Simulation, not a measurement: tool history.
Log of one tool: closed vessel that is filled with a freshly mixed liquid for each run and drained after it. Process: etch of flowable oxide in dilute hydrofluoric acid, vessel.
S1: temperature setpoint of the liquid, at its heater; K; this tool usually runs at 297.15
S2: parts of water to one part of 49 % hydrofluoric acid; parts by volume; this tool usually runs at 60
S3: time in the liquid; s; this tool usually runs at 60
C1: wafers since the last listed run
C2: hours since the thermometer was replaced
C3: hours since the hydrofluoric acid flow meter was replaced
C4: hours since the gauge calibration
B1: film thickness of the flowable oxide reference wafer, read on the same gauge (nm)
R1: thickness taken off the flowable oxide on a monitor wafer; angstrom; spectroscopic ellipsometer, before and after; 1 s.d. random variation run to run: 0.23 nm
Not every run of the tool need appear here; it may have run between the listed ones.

run     day      S1  S2  S3     C1      C2     C3      C4     B1     R1
  1       0  297.15  60  75      0  1658.5  714.7   342.5  59.97  589.7
  2   1.742  297.15  60  60   3600  1700.3  756.5   384.3  60.02  470.5
      4.117  -- hydrofluoric acid flow meter replaced
  3   4.608  297.15  60  60   5840  1769.1   11.8   453.1  60.02  462.2
  4   6.029  297.15  60  60   2937  1803.2   45.9   487.2  59.94  460.6
  5   7.967  297.15  85  60   4005  1849.7   92.4   533.7  60.01  315.9
  6  10.762  299.65  60  60   5779  1916.8  159.5   600.8  60.02  507.3
  7  11.954  299.65  60  60   2463  1945.4  188.1   629.4  59.96  509.3
  8  14.862  298.65  60  60   6012  2015.2  257.9   699.2  60.03  492.9
  9  20.033  298.65  60  60  10689  2139.3    382   823.3  59.97  490.6
 10  21.688  298.65  60  60   3419    2179  421.7     863  59.96    488
 11  24.312  297.15  60  45   5426    2242  484.7     926  60.05  348.9
 12  27.304  297.15  60  45   6184  2313.8  556.5   997.8  60.05  350.6
 13  29.896  297.15  60  45   5357    2376  618.7    1060  60.03  349.9
     33.892  -- thermometer replaced
     34.721  -- hydrofluoric acid flow meter replaced
 14  34.742  297.15  60  75   9845    20.4    0.5  1176.3  59.97  591.9
 15  37.475  294.65  35  35   5650      86   66.1  1241.9  59.94  434.5
 16  39.354  302.15  85  75   3884   131.1  111.2    1287  59.95  491.6
 17  41.683  297.15  60  60   4815     187  167.1  1342.9     60  465.8
 18  43.383  297.15  60  45   3514   227.8  207.9  1383.7  60.02  354.3
 19  52.083  292.65  30  90  17985   436.6  416.7  1592.5  59.99   1212
 20  54.446  293.15  60  35   4883   493.3  473.4  1649.2  60.04  231.4
 21   57.05  297.15  60  60   5383   555.8  535.9  1711.7  59.98  474.6
 22  58.938  302.15  50  45   3901   601.1  581.2    1757  60.02  527.3
 23  60.938  297.15  60  85   4134   649.1  629.2    1805  59.99  668.3
     63.446  -- gauge calibrated
     65.629  -- hydrofluoric acid flow meter replaced
 24  68.096  298.65  60  60  14712   820.9   59.2   111.6  59.97  497.3
 25  71.254  294.65  45  60   6529   896.7    135   187.4  60.02  567.9
 26  74.162  299.65  50  60   6012   966.5  204.8   257.2  59.98  633.5
 27  76.912  294.65  60  60   5685  1032.5  270.8   323.2  59.94  420.1

What will run 28 give?
 28  78.692  294.65  60  60  3678  1075.2  313.5  365.9   ?   ?

{"run 28": {"B1": 60, "R1": 421.9}}
Take away the tool's hidden state, keep the run-to-run variation as it was, and the same run would have given R1 423 angstrom.
